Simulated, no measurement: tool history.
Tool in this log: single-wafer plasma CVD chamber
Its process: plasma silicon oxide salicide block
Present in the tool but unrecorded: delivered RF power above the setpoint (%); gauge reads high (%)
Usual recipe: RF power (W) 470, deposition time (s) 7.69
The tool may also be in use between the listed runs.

run	day	RF power (W)	deposition time (s)	wafers since the last listed run	hours since the last RF generator calibration	hours since the showerhead was replaced	hours since the gauge calibration	read-back reference wafer on the same gauge, thickness_nm	mean film thickness on the monitor wafer (nm)
1	0	470	7.69	0	1176.8	4120.2	36.9	71.773	73.291
2	1.25	470	7.69	732	1206.8	4150.2	66.9	71.797	72.989
3	2.388	470	7.69	666	1234.1	4177.5	94.2	71.76	73.349
4	3.479	470	7.69	639	1260.3	4203.7	120.4	71.834	73.107
5	4.829	470	8.09	790	1292.7	4236.1	152.8	71.785	76.997
6	5.571	470	8.09	434	1310.5	4253.9	170.6	71.801	76.918
7	6.458	470	8.09	520	1331.8	4275.2	191.9	71.811	76.921
8	7.917	430	7.69	854	1366.8	4310.2	226.9	71.837	71.682
# day 9.367: showerhead replaced
9	9.388	470	7.69	666	1402.1	0.5	262.2	71.786	73.191
10	10.192	470	7.69	471	1421.4	19.8	281.5	71.813	73.11
11	11.342	470	7.69	673	1449	47.4	309.1	71.763	72.824
12	12.254	470	6.99	534	1470.9	69.3	331	71.815	66.511
13	13.008	470	7.69	441	1489	87.4	349.1	71.78	72.873
14	13.912	470	7.69	529	1510.7	109.1	370.8	71.764	73.004
15	14.854	505	6.61	551	1533.3	131.7	393.4	71.832	63.872
# day 15.112: gauge calibrated
16	15.829	470	7.69	571	1556.7	155.1	17.2	71.781	72.945
17	17.054	515	7.69	717	1586.1	184.5	46.6	71.818	74.755
# day 17.833: RF generator calibrated
18	17.896	530	6.3	297	1.5	204.7	66.8	71.806	62.688
19	18.629	525	9.07	429	19.1	222.3	84.4	71.804	89.774
20	19.604	470	7.69	571	42.5	245.7	107.8	71.768	74.327
21	20.775	470	7.69	686	70.6	273.8	135.9	71.79	74.413
22	22.221	495	6.87	847	105.3	308.5	170.6	71.775	66.946
23	23.654	395	6.56	839	139.7	342.9	205	71.781	61.151
24	24.942	555	7.07	754	170.6	373.8	235.9	71.817	70.825
25	26.125	470	7.69	693	199	402.2	264.3	71.826	74.058
26	27.208	470	7.69	634	225	428.2	290.3	71.811	74.071
27	27.767	445	6.34	327	238.4	441.6	303.7	71.809	60.428
28	29.112	515	6.94	788	270.7	473.9	336	71.843	68.073
29	30.129	410	7.69	595	295.1	498.3	360.4	71.777	71.713

Forecast each of these 5 alternatives for the next run:
A	30.146	470	6.79	9	295.5	498.7	360.8	?	?
B	30.146	510	8.48	9	295.5	498.7	360.8	?	?
C	30.146	435	6.58	9	295.5	498.7	360.8	?	?
D	30.146	410	7.17	9	295.5	498.7	360.8	?	?
E	30.146	375	7.69	9	295.5	498.7	360.8	?	?

run	read-back reference wafer on the same gauge, thickness_nm	mean film thickness on the monitor wafer (nm)
A	71.814	65.333
B	71.814	83.049
C	71.814	62.285
D	71.814	67.043
E	71.814	70.619
The same runs, with their run-to-run variation unchanged, on a tool lacking any hidden condition would have given:
run	mean film thickness on the monitor wafer (nm)
A	65.87
B	83.732
C	62.797
D	67.594
E	71.199
